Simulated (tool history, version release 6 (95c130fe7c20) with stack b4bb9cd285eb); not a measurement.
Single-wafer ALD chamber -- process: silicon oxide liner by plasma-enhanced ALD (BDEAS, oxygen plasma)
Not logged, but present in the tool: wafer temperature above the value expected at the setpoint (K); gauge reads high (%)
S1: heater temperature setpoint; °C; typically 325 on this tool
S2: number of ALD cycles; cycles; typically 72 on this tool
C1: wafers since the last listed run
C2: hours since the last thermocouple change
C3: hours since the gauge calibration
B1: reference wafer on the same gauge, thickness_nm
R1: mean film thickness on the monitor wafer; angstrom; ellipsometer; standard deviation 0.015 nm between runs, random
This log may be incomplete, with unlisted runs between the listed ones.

run,hour,S1,S2,C1,C2,C3,B1,R1
1,0.0,325,72,0,715.4,589.2,6.804,58.82
2,52.6,325,72,228,768.0,641.8,6.802,58.71
3,92.9,325,72,175,808.3,682.1,6.803,58.60
4,150.2,325,72,248,865.6,739.4,6.800,58.68
5,222.6,325,66,314,938.0,811.8,6.791,53.64
6,324.8,325,66,444,1040.2,914.0,6.800,53.58
7,367.1,325,80,183,1082.5,956.3,6.803,65.07
8,452.7,325,80,371,1168.1,1041.9,6.802,65.32
9,547.6,325,65,412,1263.0,1136.8,6.798,53.08
10,612.0,325,65,279,1327.4,1201.2,6.799,53.04
11,718.5,325,72,462,1433.9,1307.7,6.803,58.85
12,775.3,325,72,246,1490.7,1364.5,6.801,58.54
# hour 808.5: gauge calibrated
13,840.0,325,72,281,1555.4,31.5,6.797,58.73
14,934.1,325,63,408,1649.5,125.6,6.802,51.67
15,980.1,325,72,199,1695.5,171.6,6.798,58.77
# hour 1038.4: thermocouple changed; heater temperature recalibrated
16,1066.8,325,72,341,28.4,258.3,6.803,58.78
17,1169.1,325,72,444,130.7,360.6,6.799,58.91
18,1252.6,332,81,362,214.2,444.1,6.801,65.77
19,1316.9,329,61,279,278.5,508.4,6.800,49.81
20,1354.7,329,61,164,316.3,546.2,6.800,49.77
21,1403.4,311,72,211,365.0,594.9,6.797,60.48
# hour 1427.5: thermocouple changed; heater temperature recalibrated, repeated, since the last time left the tool worse
22,1510.6,325,72,431,83.1,702.1,6.795,58.30
23,1596.9,325,72,374,169.4,788.4,6.801,58.12
24,1663.8,314,59,290,236.3,855.3,6.801,48.72
25,1744.0,325,72,348,316.5,935.5,6.798,58.51
26,1917.9,329,76,755,490.4,1109.4,6.799,61.31
27,1964.3,329,68,201,536.8,1155.8,6.805,54.92
28,2188.9,314,82,975,761.4,1380.4,6.804,67.90
# hour 2208.3: gauge calibrated
29,2253.3,335,68,279,825.8,45.0,6.800,54.52
30,2323.6,318,63,305,896.1,115.3,6.800,51.59
31,2388.5,325,72,281,961.0,180.2,6.798,58.41
32,2429.7,332,72,179,1002.2,221.4,6.806,57.97
33,2469.1,335,72,171,1041.6,260.8,6.807,57.63
34,2521.3,311,78,226,1093.8,313.0,6.804,64.81
35,2586.5,325,68,283,1159.0,378.2,6.798,55.09
36,2681.2,315,80,411,1253.7,472.9,6.805,66.27
37,2738.3,333,59,248,1310.8,530.0,6.792,47.29
38,2816.3,325,72,338,1388.8,608.0,6.796,58.58
39,2858.0,338,63,181,1430.5,649.7,6.798,50.31
40,2948.6,317,64,393,1521.1,740.3,6.797,52.60

What if the next run were any one of these 3? Each begins from the tool's condition after run 40:
A,2949.1,338,72,2,1521.6,740.8,?,?
B,2949.1,339,76,2,1521.6,740.8,?,?
C,2949.1,337,59,2,1521.6,740.8,?,?

run,B1,R1
A,6.793,57.49
B,6.793,60.59
C,6.793,47.19
Without the tool's hidden state the same runs would have given:
run,R1
A,57.14
B,60.21
C,46.90
